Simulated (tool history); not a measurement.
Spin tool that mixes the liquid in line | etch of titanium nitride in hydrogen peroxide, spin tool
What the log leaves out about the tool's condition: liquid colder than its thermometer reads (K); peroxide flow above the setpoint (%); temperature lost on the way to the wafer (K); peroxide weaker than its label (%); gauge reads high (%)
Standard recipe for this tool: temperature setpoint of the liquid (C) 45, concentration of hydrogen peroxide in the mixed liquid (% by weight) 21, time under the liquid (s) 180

run	hour	temperature setpoint of the liquid (C)	concentration of hydrogen peroxide in the mixed liquid (% by weight)	time under the liquid (s)	wafers since the last listed run	hours since the thermometer was replaced	hours since the peroxide flow meter was replaced	hours since the heated supply line was repaired	hours since the drum of peroxide was connected	hours since the gauge calibration	read-back film thickness of the titanium nitride reference wafer, read on the same gauge (nm)	thickness taken off the titanium nitride on a monitor wafer (Å)
1	0	45	21	180	0	1536.4	740	3672.7	540.4	373.8	48.84	42.12
2	29.2	45	22.5	105	131	1565.6	769.2	3701.9	569.6	403	48.821	24.95
3	56.8	45	22.5	105	124	1593.2	796.8	3729.5	597.2	430.6	48.838	25.17
4	82.3	45	22.5	105	114	1618.7	822.3	3755	622.7	456.1	48.751	24.86
5	98.6	45	16	180	73	1635	838.6	3771.3	639	472.4	48.779	40.23
6	111.9	45	16	180	59	1648.3	851.9	3784.6	652.3	485.7	48.817	39.49
# hour 123.5: heated supply line repaired
7	137.8	45	21	180	112	1674.2	877.8	14.3	678.2	511.6	48.777	42.52
8	166.6	45	21	155	129	1703	906.6	43.1	707	540.4	48.729	36.45
9	181.2	45	21	155	65	1717.6	921.2	57.7	721.6	555	48.745	36.22
10	200.1	45	21	155	85	1736.5	940.1	76.6	740.5	573.9	48.751	36.32
# hour 213.8: peroxide flow meter replaced
11	226.4	52.5	19	130	113	1762.8	12.6	102.9	766.8	600.2	48.731	51.93
# hour 238.7: new drum of peroxide connected
# hour 239.8: gauge calibrated
12	257.3	54.5	21	150	134	1793.7	43.5	133.8	18.6	17.5	49.942	72.08
# hour 339.9: thermometer replaced
13	347.2	37.5	17	180	400	7.3	133.4	223.7	108.5	107.4	49.555	23.28
14	363	36.5	19	280	71	23.1	149.2	239.5	124.3	123.2	49.518	34.06
15	380.4	45	21	215	78	40.5	166.6	256.9	141.7	140.6	49.44	50.8
16	407.3	40.5	25	280	121	67.4	193.5	283.8	168.6	167.5	49.374	49.78
17	424.8	45	21	105	78	84.9	211	301.3	186.1	185	49.313	24.99
18	524.7	45	21	180	449	184.8	310.9	401.2	286	284.9	49.124	42.93
19	542.4	51	17.5	125	79	202.5	328.6	418.9	303.7	302.6	49.103	44.26
20	562	35.5	27	105	88	222.1	348.2	438.5	323.3	322.2	49.114	12.71
21	587.6	38.5	21	90	115	247.7	373.8	464.1	348.9	347.8	49.077	12.84
22	619.4	45	21	180	143	279.5	405.6	495.9	380.7	379.6	49.052	42.87
23	633.6	45	21	180	63	293.7	419.8	510.1	394.9	393.8	49.045	42.57
24	649.1	45	21	180	69	309.2	435.3	525.6	410.4	409.3	48.991	42.74
25	667.4	40.5	24.5	255	82	327.5	453.6	543.9	428.7	427.6	49.045	44.36

The tool's hidden state at each run:
liquid colder than its thermometer reads (K): 0 across all the runs
peroxide flow above the setpoint (%): 0 across all the runs
temperature lost on the way to the wafer (K): 0 across all the runs
peroxide weaker than its label (%): 0 across all the runs
H1: gauge reads high (%)
run	H1
1	-2.32
2	-2.36
3	-2.39
4	-2.42
5	-2.44
6	-2.45
7	-2.47
8	-2.49
9	-2.5
10	-2.51
11	-2.52
12	-0.118
13	-0.93
14	-1.04
15	-1.14
16	-1.29
17	-1.37
18	-1.72
19	-1.76
20	-1.8
21	-1.85
22	-1.91
23	-1.93
24	-1.95
25	-1.97
